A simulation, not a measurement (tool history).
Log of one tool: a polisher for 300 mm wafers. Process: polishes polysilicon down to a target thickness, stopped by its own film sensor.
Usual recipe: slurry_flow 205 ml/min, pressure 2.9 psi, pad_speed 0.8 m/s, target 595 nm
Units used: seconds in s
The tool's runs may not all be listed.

run    day  slurry_flow  pressure  pad_speed  target  wafers since the last listed run  wafers polished on this pad  hours since the slurry nozzle was cleaned  hours since the head pressure was calibrated  incoming thickness of the incoming film, nm  seconds
  1      0          150       3.4        0.8     595                                 0                          145                                        409                                         619.7                                         1195     83.7
  2  0.725          150       3.4        0.8     595                               146                          291                                      426.4                                         637.1                                         1208     89.3
  3  1.308          205       2.9        0.8     595                               117                          409                                      440.4                                         651.1                                       1193.8     98.1
  4  2.033          205       2.9        0.8     595                               146                          555                                      457.8                                         668.5                                       1184.9     99.1
  5  2.417          245       2.9        0.8     595                                77                          632                                        467                                         677.7                                       1195.8    101.2
     3.062  -- worn pad replaced by a new one
  6  3.083          245       2.9        0.8     595                               100                            4                                        483                                         693.7                                       1180.9     88.9
  7  3.596          245       2.9        0.8     595                               103                          107                                      495.3                                           706                                       1188.8     89.8
  8  4.212          235       2.2       0.92     519                               124                          231                                      510.1                                         720.8                                       1183.9    126.9
     4.379  -- slurry nozzle cleaned
  9   4.95          150       3.4        0.8     595                               140                          372                                       13.7                                         738.5                                       1172.8     85.1
     6.546  -- head pressure recalibrated
     6.708  -- worn pad replaced by a new one
 10  7.008          185       3.5       0.68     414                               365                           60                                       63.1                                          11.1                                       1187.2    117.8
 11  7.508          205       2.9        0.8     762                               100                          161                                       75.1                                          23.1                                       1170.6     64.9
 12  8.233          205       2.9        0.8     595                               146                          307                                       92.5                                          40.5                                       1208.7    101.1
 13  8.725          205       2.9       1.08     595                                99                          406                                      104.3                                          52.3                                       1163.6     72.9
 14  8.979          205       2.9        0.8     413                                51                          457                                      110.4                                          58.4                                       1205.2    133.4
 15  9.629          205       3.5       0.72     429                               131                          588                                        126                                            74                                         1199    117.4

Consider 5 possible next runs. They are alternatives, not a sequence: every one starts from the tool as it was left by run 15. What does each give?
  A  9.65          205       2.3        0.8     595                                 4                          592                                      126.5                                          74.5                                         1200        ?
  B  9.65          205       3.3       0.66     707                                 4                          592                                      126.5                                          74.5                                         1200        ?
  C  9.65          205       2.2        0.8     595                                 4                          592                                      126.5                                          74.5                                         1200        ?
  D  9.65          235       3.2       0.96     516                                 4                          592                                      126.5                                          74.5                                         1200        ?
  E  9.65          275       2.9        0.8     595                                 4                          592                                      126.5                                          74.5                                         1200        ?

run  seconds
  A      129
  B     84.1
  C    134.8
  D     89.9
  E       99
The same runs, with their run-to-run variation unchanged, on a tool lacking any hidden condition would have given:
run  seconds
  A    117.1
  B     76.3
  C    122.4
  D     81.6
  E     89.9
